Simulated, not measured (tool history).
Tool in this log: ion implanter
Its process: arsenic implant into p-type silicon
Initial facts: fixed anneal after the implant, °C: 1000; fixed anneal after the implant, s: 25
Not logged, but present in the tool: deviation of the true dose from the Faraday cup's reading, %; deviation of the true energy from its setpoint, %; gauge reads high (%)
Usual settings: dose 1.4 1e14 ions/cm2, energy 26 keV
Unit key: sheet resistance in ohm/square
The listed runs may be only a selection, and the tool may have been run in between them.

| run | day | dose | energy | wafers since the last listed run | hours since the last dose calibration | hours since the extraction supply was calibrated | hours since the gauge calibration | read-back reference wafer on the same gauge, sheet resistance | sheet resistance |
|---|---|---|---|---|---|---|---|---|---|
| 1 | 0 | 1.29 | 26 | 0 | 796.5 | 2684.7 | 371.7 | 566.05 | 510.16 |
| 2 | 3.242 | 1.29 | 26 | 1997 | 874.3 | 2762.5 | 449.5 | 566.02 | 509.35 |
| 3 | 6.188 | 1.29 | 26 | 1814 | 945 | 2833.2 | 520.2 | 565.72 | 510.6 |
| 4 | 7.788 | 1.4 | 26 | 985 | 983.4 | 2871.6 | 558.6 | 565.69 | 481.08 |
| 5 | 12.083 | 1.4 | 26 | 2646 | 1086.5 | 2974.7 | 661.7 | 565.99 | 482.26 |
| 6 | 15.496 | 1.4 | 26 | 2102 | 1168.4 | 3056.6 | 743.6 | 565.92 | 483.9 |
| 7 | 19.208 | 1.4 | 26 | 2287 | 1257.5 | 3145.7 | 832.7 | 565.99 | 484.03 |
| 8 | 23.388 | 1.4 | 26 | 2574 | 1357.8 | 3246 | 933 | 565.86 | 485.42 |
| 9 | 27.029 | 1.4 | 26 | 2243 | 1445.2 | 3333.4 | 1020.4 | 566.01 | 486.14 |
| 10 | 30.167 | 1.4 | 26 | 1932 | 1520.5 | 3408.7 | 1095.7 | 565.92 | 486.73 |
| 11 | 32.879 | 1.4 | 26 | 1671 | 1585.6 | 3473.8 | 1160.8 | 565.85 | 486.42 |
| 12 | 35.888 | 1.4 | 26 | 1853 | 1657.8 | 3546 | 1233 | 566.19 | 487.03 |
|  | 39.133 | Faraday cup replaced and dose calibrated |
| 13 | 39.979 | 1.4 | 26 | 2315 | 20.3 | 3644.2 | 1331.2 | 565.84 | 476.9 |
|  | 43.033 | extraction supply calibrated |
| 14 | 43.492 | 1.73 | 26 | 1958 | 104.6 | 11 | 1415.5 | 566.15 | 406.65 |
| 15 | 47.829 | 1.59 | 26 | 2672 | 208.7 | 115.1 | 1519.6 | 565.96 | 432.03 |
| 16 | 51.058 | 1.4 | 26 | 1989 | 286.2 | 192.6 | 1597.1 | 565.94 | 474.01 |
| 17 | 54.283 | 1.4 | 26 | 1986 | 363.6 | 270 | 1674.5 | 566.09 | 473.65 |
| 18 | 56.396 | 1.59 | 33.5 | 1301 | 414.3 | 320.7 | 1725.2 | 566.29 | 415.32 |
| 19 | 58.354 | 1.01 | 17.5 | 1206 | 461.3 | 367.7 | 1772.2 | 565.92 | 640.6 |
| 20 | 70.029 | 1.21 | 31.5 | 7192 | 741.5 | 647.9 | 2052.4 | 566.01 | 509.28 |
|  | 77.733 | gauge calibrated |
| 21 | 80.146 | 1.4 | 34 | 6232 | 984.3 | 890.7 | 57.9 | 565.89 | 456.12 |
| 22 | 83.075 | 1.81 | 34 | 1804 | 1054.6 | 961 | 128.2 | 565.93 | 381.89 |
| 23 | 86.212 | 1.4 | 26 | 1932 | 1129.9 | 1036.3 | 203.5 | 566.29 | 478.65 |
| 24 | 87.833 | 1.81 | 34 | 998 | 1168.8 | 1075.2 | 242.4 | 566.03 | 381.66 |
| 25 | 91.967 | 1.64 | 32.5 | 2546 | 1268 | 1174.4 | 341.6 | 566.37 | 412.94 |
| 26 | 93.838 | 1.09 | 19.5 | 1152 | 1312.9 | 1219.3 | 386.5 | 565.79 | 602.62 |
| 27 | 96.488 | 1.79 | 26 | 1632 | 1376.5 | 1282.9 | 450.1 | 565.88 | 401.65 |
| 28 | 98.371 | 1.69 | 17 | 1160 | 1421.7 | 1328.1 | 495.3 | 565.83 | 446.57 |
| 29 | 101.138 | 1.29 | 29.5 | 1704 | 1488.1 | 1394.5 | 561.7 | 566.18 | 498.08 |
| 30 | 102.854 | 1.07 | 28.5 | 1057 | 1529.3 | 1435.7 | 602.9 | 566.28 | 573.76 |
| 31 | 106.379 | 1.4 | 18.5 | 2171 | 1613.9 | 1520.3 | 687.5 | 565.93 | 508.43 |
| 32 | 110.579 | 1.4 | 26 | 2587 | 1714.7 | 1621.1 | 788.3 | 565.81 | 483.73 |
| 33 | 114.604 | 1.73 | 26 | 2479 | 1811.3 | 1717.7 | 884.9 | 566.12 | 416.53 |
| 34 | 117.104 | 1.4 | 26 | 1540 | 1871.3 | 1777.7 | 944.9 | 566.26 | 487.01 |
|  | 117.7 | Faraday cup replaced and dose calibrated |
| 35 | 118.833 | 1.68 | 21 | 859 | 27.2 | 1819.2 | 986.4 | 566.01 | 430.9 |

For each run, the measured value with the value that run would have given without the tool's hidden condition subtracted. The run-to-run variation is shared by both, the gauge scatter possibly not:
| run | sheet resistance |
|---|---|
| 1 | +6.75 |
| 2 | +7.24 |
| 3 | +7.73 |
| 4 | +7.52 |
| 5 | +8.28 |
| 6 | +8.94 |
| 7 | +9.68 |
| 8 | +10.61 |
| 9 | +11.45 |
| 10 | +12.21 |
| 11 | +12.88 |
| 12 | +13.69 |
| 13 | +2.96 |
| 14 | -0.54 |
| 15 | -0.42 |
| 16 | -0.3 |
| 17 | -0.08 |
| 18 | +0.06 |
| 19 | +0.33 |
| 20 | +1.55 |
| 21 | +2.8 |
| 22 | +2.78 |
| 23 | +4.04 |
| 24 | +3.47 |
| 25 | +4.44 |
| 26 | +6.94 |
| 27 | +5.21 |
| 28 | +6.25 |
| 29 | +7.38 |
| 30 | +8.87 |
| 31 | +9.12 |
| 32 | +9.67 |
| 33 | +9.42 |
| 34 | +11.6 |
| 35 | +0.22 |
